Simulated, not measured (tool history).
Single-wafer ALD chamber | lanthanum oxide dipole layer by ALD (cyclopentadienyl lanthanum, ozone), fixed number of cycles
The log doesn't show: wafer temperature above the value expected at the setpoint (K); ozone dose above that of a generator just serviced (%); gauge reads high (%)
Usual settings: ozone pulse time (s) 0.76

run   hour  ozone pulse time (s)  wafers since the last listed run  hours since the last thermocouple change  hours since the last ozone generator service  hours since the showerhead was replaced  hours since the gauge calibration  read-back reference wafer on the same gauge, thickness_nm  mean film thickness on the monitor wafer (Å)
  1      0                  0.76                                 0                                    1505.6                                           987                                   3383.9                              303.6                                                      0.394                                           4.2
  2     18                  0.76                               200                                    1523.6                                          1005                                   3401.9                              321.6                                                      0.394                                          4.18
  3   25.9                  0.76                                87                                    1531.5                                        1012.9                                   3409.8                              329.5                                                      0.393                                           4.2
  4   39.6                  0.76                               152                                    1545.2                                        1026.6                                   3423.5                              343.2                                                      0.394                                          4.19
  5     64                  0.76                               271                                    1569.6                                          1051                                   3447.9                              367.6                                                      0.394                                          4.15
  6   70.2                  0.76                                68                                    1575.8                                        1057.2                                   3454.1                              373.8                                                      0.394                                          4.17
  7   83.6                  0.76                               149                                    1589.2                                        1070.6                                   3467.5                              387.2                                                      0.393                                          4.16
  8  101.1                  0.76                               194                                    1606.7                                        1088.1                                     3485                              404.7                                                      0.394                                           4.2
  9  110.1                  0.97                               100                                    1615.7                                        1097.1                                     3494                              413.7                                                      0.394                                          4.68
 10  116.9                  0.76                                75                                    1622.5                                        1103.9                                   3500.8                              420.5                                                      0.394                                          4.17
 11  128.2                  0.76                               125                                    1633.8                                        1115.2                                   3512.1                              431.8                                                      0.394                                           4.2
 12  136.5                  0.51                                92                                    1642.1                                        1123.5                                   3520.4                              440.1                                                      0.394                                          3.23
 13  143.1                  0.92                                73                                    1648.7                                        1130.1                                     3527                              446.7                                                      0.393                                          4.59
     155.5  -- thermocouple changed; heater temperature recalibrated
 14  156.9                  0.76                                64                                       1.4                                        1143.9                                   3540.8                              460.5                                                      0.394                                          4.18
 15  168.1                  0.76                               124                                      12.6                                        1155.1                                     3552                              471.7                                                      0.393                                           4.2
 16  182.2                  0.97                               156                                      26.7                                        1169.2                                   3566.1                              485.8                                                      0.394                                          4.67
 17  194.4                  0.84                               135                                      38.9                                        1181.4                                   3578.3                                498                                                      0.394                                          4.43
 18  205.8                  0.76                               126                                      50.3                                        1192.8                                   3589.7                              509.4                                                      0.394                                          4.17
     232.2  -- ozone generator serviced
 19  250.7                  0.67                               410                                      95.2                                          18.5                                   3634.6                              554.3                                                      0.393                                          4.05
 20  262.8                  0.96                               134                                     107.3                                          30.6                                   3646.7                              566.4                                                      0.395                                          4.77
 21  269.7                  0.56                                76                                     114.2                                          37.5                                   3653.6                              573.3                                                      0.394                                          3.62
     273.4  -- gauge calibrated
     281.5  -- showerhead replaced
 22    282                  1.02                                47                                     126.5                                          49.8                                      0.5                                8.6                                                      0.394                                          4.87
 23  286.1                   0.9                                45                                     130.6                                          53.9                                      4.6                               12.7                                                      0.394                                          4.62
 24  300.2                  0.47                               156                                     144.7                                            68                                     18.7                               26.8                                                      0.393                                          3.16
 25  306.7                  0.52                                72                                     151.2                                          74.5                                     25.2                               33.3                                                      0.394                                           3.4
 26  315.9                  0.57                               102                                     160.4                                          83.7                                     34.4                               42.5                                                      0.394                                          3.64
 27  325.4                  0.76                               105                                     169.9                                          93.2                                     43.9                                 52                                                      0.394                                          4.29
 28  339.1                  0.85                               152                                     183.6                                         106.9                                     57.6                               65.7                                                      0.393                                          4.53
 29  350.6                  0.99                               127                                     195.1                                         118.4                                     69.1                               77.2                                                      0.393                                          4.79
 30  359.1                   0.6                                94                                     203.6                                         126.9                                     77.6                               85.7                                                      0.394                                          3.77
 31  368.7                  0.66                               106                                     213.2                                         136.5                                     87.2                               95.3                                                      0.394                                          3.96
 32  382.1                  1.05                               149                                     226.6                                         149.9                                    100.6                              108.7                                                      0.393                                          4.87
 33  388.7                  0.68                                73                                     233.2                                         156.5                                    107.2                              115.3                                                      0.394                                          4.03
 34  401.9                  0.98                               146                                     246.4                                         169.7                                    120.4                              128.5                                                      0.394                                          4.76
 35  412.8                  0.58                               121                                     257.3                                         180.6                                    131.3                              139.4                                                      0.393                                          3.65

What the log doesn't show, run by run:
wafer temperature above the value expected at the setpoint (K): 0 in every run
gauge reads high (%): 0 in every run
H1: ozone dose above that of a generator just serviced (%)
run      H1
  1   -7.34
  2   -7.36
  3   -7.37
  4   -7.39
  5   -7.41
  6   -7.42
  7   -7.43
  8   -7.45
  9   -7.46
 10   -7.47
 11   -7.48
 12   -7.48
 13   -7.49
 14    -7.5
 15   -7.51
 16   -7.52
 17   -7.53
 18   -7.54
 19  -0.734
 20  -0.962
 21   -1.09
 22   -1.31
 23   -1.38
 24   -1.62
 25   -1.73
 26   -1.87
 27   -2.02
 28   -2.23
 29    -2.4
 30   -2.52
 31   -2.66
 32   -2.84
 33   -2.93
 34   -3.09
 35   -3.23

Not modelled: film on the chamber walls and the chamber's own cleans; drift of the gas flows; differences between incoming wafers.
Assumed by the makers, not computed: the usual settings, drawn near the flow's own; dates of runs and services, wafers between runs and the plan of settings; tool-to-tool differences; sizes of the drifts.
